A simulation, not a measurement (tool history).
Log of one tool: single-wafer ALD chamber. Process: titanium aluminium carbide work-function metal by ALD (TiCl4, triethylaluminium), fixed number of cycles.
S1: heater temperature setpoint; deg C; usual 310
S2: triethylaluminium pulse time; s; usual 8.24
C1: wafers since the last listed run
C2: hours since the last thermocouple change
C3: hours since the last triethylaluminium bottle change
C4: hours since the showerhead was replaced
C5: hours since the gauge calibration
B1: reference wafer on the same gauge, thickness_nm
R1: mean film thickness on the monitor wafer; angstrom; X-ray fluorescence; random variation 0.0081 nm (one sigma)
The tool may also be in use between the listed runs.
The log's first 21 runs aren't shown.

run   hour   S1     S2   C1     C2     C3      C4     C5     B1     R1
 22  510.6  302   6.16  421  157.8    228  6673.8  133.3  1.848  18.96
 23  541.4  323  11.16  513  188.6  258.8  6704.6  164.1  1.851  22.95
 24  573.8  302  10.34  540    221  291.2    6737  196.5  1.848  20.88
 25  590.7  310   8.24  281  237.9  308.1  6753.9  213.4  1.846   20.7
 26  604.9  310   6.86  236  252.1  322.3  6768.1  227.6   1.85     20
       626  -- showerhead replaced
 27  627.6  321   5.91  245  274.8    345     1.6  250.3  1.849  19.81
 28  641.9  295   8.24  238  289.1  359.3    15.9  264.6  1.851  19.63
 29  670.2  317   9.31  471  317.4  387.6    44.2  292.9  1.851  21.69
 30  704.3  310  11.37  568  351.5  421.7    78.3    327  1.851  21.68
 31  725.2  321   6.38  348  372.4  442.6    99.2  347.9  1.848  20.23
 32  750.5  310   8.24  421  397.7  467.9   124.5  373.2  1.848  20.74
 33  775.9  310   8.24  423  423.1  493.3   149.9  398.6  1.854  20.72
 34  801.7  310    9.4  430  448.9  519.1   175.7  424.4  1.848  21.11

Forecast each of these 3 alternatives for the next run:
  A  802.1  310  8.24   6  449.3  519.5  176.1  424.8   ?   ?
  B  802.1  317  8.24   6  449.3  519.5  176.1  424.8   ?   ?
  C  802.1  322  9.11   6  449.3  519.5  176.1  424.8   ?   ?

run     B1     R1
  A  1.849   20.6
  B  1.849  21.14
  C  1.849  21.93
Without the tool's hidden state the same runs would have given:
run     R1
  A  21.15
  B   21.7
  C  22.42
